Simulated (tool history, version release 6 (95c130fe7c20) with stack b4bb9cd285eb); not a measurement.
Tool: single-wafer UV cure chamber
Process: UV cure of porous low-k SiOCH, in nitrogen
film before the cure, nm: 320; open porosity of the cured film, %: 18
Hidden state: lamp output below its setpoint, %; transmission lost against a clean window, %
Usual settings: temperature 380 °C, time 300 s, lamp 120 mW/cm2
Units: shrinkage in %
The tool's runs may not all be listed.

run     day  temperature  time  lamp  wafers since the last listed run  hours since the UV bulbs were replaced  wafers since the quartz window was cleaned  shrinkage
  1       0          380   360   120                                 0                                    1813                                        3009     12.536
  2   0.562          380   360   120                                84                                  1826.5                                        3094     12.544
  3   0.954          380   300   120                                58                                  1835.9                                        3153     11.748
  4   1.379          380   300   120                                64                                  1846.1                                        3217     11.685
  5   1.725          380   300   120                                52                                  1854.4                                        3269     11.666
  6     2.4          380   300   120                               101                                  1870.6                                        3371     11.959
  7   2.883          380   300   120                                72                                  1882.2                                        3443     11.826
  8   3.425          380   425   120                                81                                  1895.2                                        3525     13.302
  9   4.096          380   425   120                               101                                  1911.3                                        3626      13.22
      4.538  -- UV bulbs replaced
 10   4.558          380   390   120                                19                                     0.5                                        3646     12.963
 11   4.996          380   300   132                                65                                      11                                        3711     12.188
 12   5.667          380   300   120                               101                                    27.1                                        3812     11.918
 13   5.962          391   300    98                                44                                    34.2                                        3857     10.969
      6.779  -- quartz window cleaned
 14     6.8          380   300   120                                75                                    54.3                                           3     12.712
 15   7.392          386   125   147                                89                                    68.5                                          92      9.868
 16   8.129          380   480   120                               111                                    86.2                                         203      14.96
 17     8.8          380   300   120                               101                                   102.3                                         304     12.391
 18   9.425          390   440    93                                94                                   117.3                                         398      13.33
 19   9.962          380   425   120                                80                                   130.2                                         479     14.074
 20  10.533          362   245   103                                85                                   143.9                                         565      10.55
 21  10.829          380   465   120                                44                                     151                                         610     14.482

3 ways to go on from here, each from the tool as it stands after run 21. What would each give?
  A  10.85          380   300   110                                 3                                   151.5                                         613          ?
  B  10.85          380   300    94                                 3                                   151.5                                         613          ?
  C  10.85          367   215   120                                 3                                   151.5                                         613          ?

run  shrinkage
  A     11.931
  B     11.231
  C     10.604
Without the tool's hidden state the same runs would have given:
run  shrinkage
  A     12.452
  B     11.743
  C     11.108
